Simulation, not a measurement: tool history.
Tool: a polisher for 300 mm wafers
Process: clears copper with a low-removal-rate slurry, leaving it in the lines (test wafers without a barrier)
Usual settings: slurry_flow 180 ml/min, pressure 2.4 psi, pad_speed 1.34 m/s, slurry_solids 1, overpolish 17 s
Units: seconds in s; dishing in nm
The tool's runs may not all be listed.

run	hour	slurry_flow	pressure	pad_speed	slurry_solids	overpolish	incoming thickness of the incoming film, nm	seconds	dishing
1	0	180	2.4	1.62	1	17	479.4	151.1	35.5
2	46.1	180	2.4	1.62	1	17	485.8	146.4	36.5
3	91.3	180	2	1.34	1	17	486.9	214	26.3
# hour 102.4: worn pad replaced by a new one
4	154.3	180	2	1.34	1	17	477.3	227	25.5
5	179.5	180	2.4	1.34	1	17	481.3	191.2	30.3
# hour 229.8: slurry blender recalibrated
6	237.3	180	2.4	1.34	1	17	472.5	163.7	31.6
# hour 269.1: worn pad replaced by a new one
7	290	180	2.4	1.34	1	17	476.9	169	31.7
# hour 339.6: head pressure recalibrated
8	358	180	2.4	1.34	1	17	480.9	171.2	32.7
9	385.7	180	2.4	1.34	1	17	480	171.7	31.3
10	422.7	180	2.4	1.34	1	17	472.9	172.3	30.9
11	470.1	180	3	1.34	1	9	489.8	151.5	20.5
# hour 476.7: worn pad replaced by a new one
12	501.7	180	2	1.34	1	17	478.5	208.8	25.1
# hour 553.7: slurry blender recalibrated
# hour 563.9: slurry nozzle cleaned
13	571.9	205	2.1	1.34	0.9	20	477.4	197.4	33.4
14	600.6	155	2.4	1.56	0.75	17	485.8	168.8	32.1
15	646.6	180	2	1.34	1	17	489.5	212.4	25.7
# hour 678.7: worn pad replaced by a new one
16	705.9	180	2.1	1.34	0.8	17	479.8	213.6	25.7
17	763.5	200	2.4	1.56	1	23	474.9	147.8	45.3
18	794	180	2.8	1.34	1	17	481.3	158.4	34.6
19	841.3	180	3.1	1.72	0.85	24	477.9	125.3	55.9
20	894	180	2.4	1.34	0.8	17	477.1	203.3	26.9
# hour 899.1: worn pad replaced by a new one
# hour 910.9: slurry blender recalibrated
21	965.6	180	2.4	1.8	1	23	477.6	131.1	51.6

Forecast each of these 4 alternatives for the next run:
A	966.1	180	2.9	1.34	1	17	476.8	?	?
B	966.1	235	2.4	1.04	1.1	25	476.8	?	?
C	966.1	180	2.4	1.64	1	10	476.8	?	?
D	966.1	180	2.4	1.74	1	17	476.8	?	?

run	seconds	dishing
A	144.3	37.5
B	201.6	38.7
C	143.8	23.2
D	136.2	38.9
Without the tool's hidden state the same runs would have given:
run	seconds	dishing
A	142.8	37.8
B	199.5	39.1
C	142.3	23.4
D	134.9	39.3
